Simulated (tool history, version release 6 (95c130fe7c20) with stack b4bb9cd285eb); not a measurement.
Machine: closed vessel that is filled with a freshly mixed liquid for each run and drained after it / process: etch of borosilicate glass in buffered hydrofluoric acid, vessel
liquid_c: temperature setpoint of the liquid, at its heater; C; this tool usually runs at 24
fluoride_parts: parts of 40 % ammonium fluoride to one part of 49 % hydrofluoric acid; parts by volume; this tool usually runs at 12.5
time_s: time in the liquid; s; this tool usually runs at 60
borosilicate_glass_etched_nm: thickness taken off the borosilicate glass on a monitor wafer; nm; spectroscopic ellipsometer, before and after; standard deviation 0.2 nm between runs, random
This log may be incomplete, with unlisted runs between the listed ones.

run,hour,liquid_c,fluoride_parts,time_s,"read-back film thickness of the borosilicate glass reference wafer, read on the same gauge (nm)",borosilicate_glass_etched_nm
1,0,24,12.5,60,150.01,60.21
2,76.7,24,12.5,60,150.02,60.27
3,113.8,24,12.5,60,150.04,59.72
4,361.9,21.5,15.5,60,150.07,42.95
# hour 373.5: hydrofluoric acid flow meter replaced
5,427.1,24,12.5,40,150.01,39.45
6,533.2,24,12.5,40,149.96,39.53
7,616.5,24,15.5,40,150.01,32.08
8,800.7,24,16,60,150.07,46.66
9,893.4,24,16,60,149.96,46.97
10,982.7,24,12.5,60,149.96,60.48
11,1085.9,21,9.5,60,149.99,65.82
# hour 1094.9: gauge calibrated
12,1181.1,19.5,11,95,149.99,85.31
# hour 1258.5: hydrofluoric acid flow meter replaced
13,1284.8,25.5,12.5,90,150.03,96.29
14,1360.1,27,12.5,60,149.96,69.38
15,1462,22,9.5,60,150,68.52
16,1514.1,22,12.5,40,149.98,35.76
17,1573.5,24,12.5,60,150.03,59.92
# hour 1774.3: thermometer replaced
18,1889.4,27.5,15,60,149.95,61.16
19,1986.7,24,15.5,40,150,32.65
20,2075.1,27,16,80,150.04,74.77
# hour 2103.9: hydrofluoric acid flow meter replaced
21,2171,24,12.5,60,150.02,59.19
22,2213.2,24,14,60,150,52.8
23,2295.5,24,9,70,150.01,92.92
24,2403.1,24,12.5,60,149.99,59.69
25,2484.7,19.5,12.5,60,150.01,46.93
26,2591.5,27.5,14,75,149.95,80.96
27,2695.5,24,12.5,60,149.98,60.44
28,2734.6,28.5,11,35,149.98,50.74
29,2789.7,24,8.5,30,150.01,42.97
# hour 2842.3: hydrofluoric acid flow meter replaced
30,2880.9,22,12.5,95,150.03,84.3
31,2974.5,24,12.5,60,149.97,59.34
32,3068.4,20.5,16,35,149.99,22.59

Predict each of these 4 candidate next runs independently; none follows another, all start after run 32:
A,3069.1,24,12.5,60,?,?
B,3069.1,27,8,30,?,?
C,3069.1,25.5,9,45,?,?
D,3069.1,22,12.5,45,?,?

run,"read-back film thickness of the borosilicate glass reference wafer, read on the same gauge (nm)",borosilicate_glass_etched_nm
A,149.97,59.75
B,149.97,53.25
C,149.97,64.84
D,149.97,40.23
Without the tool's hidden state the same runs would have given:
run,borosilicate_glass_etched_nm
A,58.96
B,52.47
C,63.88
D,39.7
